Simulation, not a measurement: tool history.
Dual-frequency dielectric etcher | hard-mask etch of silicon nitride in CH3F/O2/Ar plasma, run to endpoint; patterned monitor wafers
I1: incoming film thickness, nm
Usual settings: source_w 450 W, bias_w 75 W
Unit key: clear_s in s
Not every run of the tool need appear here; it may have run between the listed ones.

Run 1, hour 0: usual settings but bias_w 83 W; I1 31.59. Result: clear_s 47.1 s.
Run 2, hour 27.6: usual settings but bias_w 83 W; I1 31.53. Result: clear_s 47.8 s.
Run 3, hour 46.2: usual settings but bias_w 83 W; I1 31.65. Result: clear_s 47.5 s.
Run 4, hour 67.7: usual settings; I1 31.25. Result: clear_s 48.4 s.
Run 5, hour 85.8: usual settings but source_w 410 W; I1 31.16. Result: clear_s 49.8 s.
Run 6, hour 100.4: usual settings but source_w 410 W; I1 31.4. Result: clear_s 49.9 s.
Run 7, hour 125.9: usual settings but source_w 410 W; I1 31.62. Result: clear_s 50.7 s.
Run 8, hour 159.2: usual settings; I1 31.55. Result: clear_s 49 s.
Run 9, hour 187.7: usual settings; I1 31.68. Result: clear_s 49.8 s.
Run 10, hour 206.2: usual settings but source_w 360 W; I1 31.75. Result: clear_s 54.7 s.
Run 11, hour 282.6: usual settings; I1 31.59. Result: clear_s 49.7 s.
Run 12, hour 304.7: usual settings but source_w 510 W, bias_w 57 W; I1 31.3. Result: clear_s 50.1 s.
At hour 327.2: bias power generator calibrated.
At hour 343.3: upper electrode replaced.
Run 13, hour 343.8: usual settings but source_w 400 W, bias_w 62 W; I1 31.58. Result: clear_s 55 s.
At hour 377.3: wet clean of the chamber.
Run 14, hour 377.8: usual settings but source_w 380 W, bias_w 85 W; I1 31.62. Result: clear_s 49.6 s.
At hour 403.2: source power generator calibrated.
Run 15, hour 403.7: usual settings but source_w 420 W, bias_w 61 W; I1 31.54. Result: clear_s 51.7 s.
Run 16, hour 416.2: usual settings but source_w 490 W, bias_w 69 W; I1 31.29. Result: clear_s 46.5 s.
Run 17, hour 437: usual settings but source_w 520 W, bias_w 62 W; I1 31.7. Result: clear_s 46.9 s.
Run 18, hour 467.2: usual settings but source_w 350 W, bias_w 64 W; I1 31.48. Result: clear_s 56.1 s.
Run 19, hour 484.9: usual settings but bias_w 90 W; I1 31.58. Result: clear_s 45.9 s.
Run 20, hour 513.3: usual settings; I1 31.21. Result: clear_s 48.2 s.

Below, some changes in clear_s between adjacent runs. For each, the amount present without the hidden state too (settings, incoming material, random variation) and the amount remaining for the hidden state with gauge scatter not shared by both compared results:
The tool's hidden condition here consists of: etch rate over this chamber's usual, %; source power that arrives over what is set, %; bias power that arrives over what is set, %.
Run 12 -> 13: source_w 510 -> 400, bias_w 57 -> 62, bias power generator calibrated, upper electrode replaced. clear_s +4.9 s: hidden state +0.4, all else +4.5.
Run 13 -> 14: source_w 400 -> 380, bias_w 62 -> 85, wet clean of the chamber. clear_s -5.4 s: hidden state -2.6, all else -2.8.
Run 17 -> 18: source_w 520 -> 350, bias_w 62 -> 64. clear_s +9.2 s: hidden state +0.2, all else +9.
Run 18 -> 19: source_w 350 -> 450, bias_w 64 -> 90. clear_s -10.2 s: hidden state +0, all else -10.2.

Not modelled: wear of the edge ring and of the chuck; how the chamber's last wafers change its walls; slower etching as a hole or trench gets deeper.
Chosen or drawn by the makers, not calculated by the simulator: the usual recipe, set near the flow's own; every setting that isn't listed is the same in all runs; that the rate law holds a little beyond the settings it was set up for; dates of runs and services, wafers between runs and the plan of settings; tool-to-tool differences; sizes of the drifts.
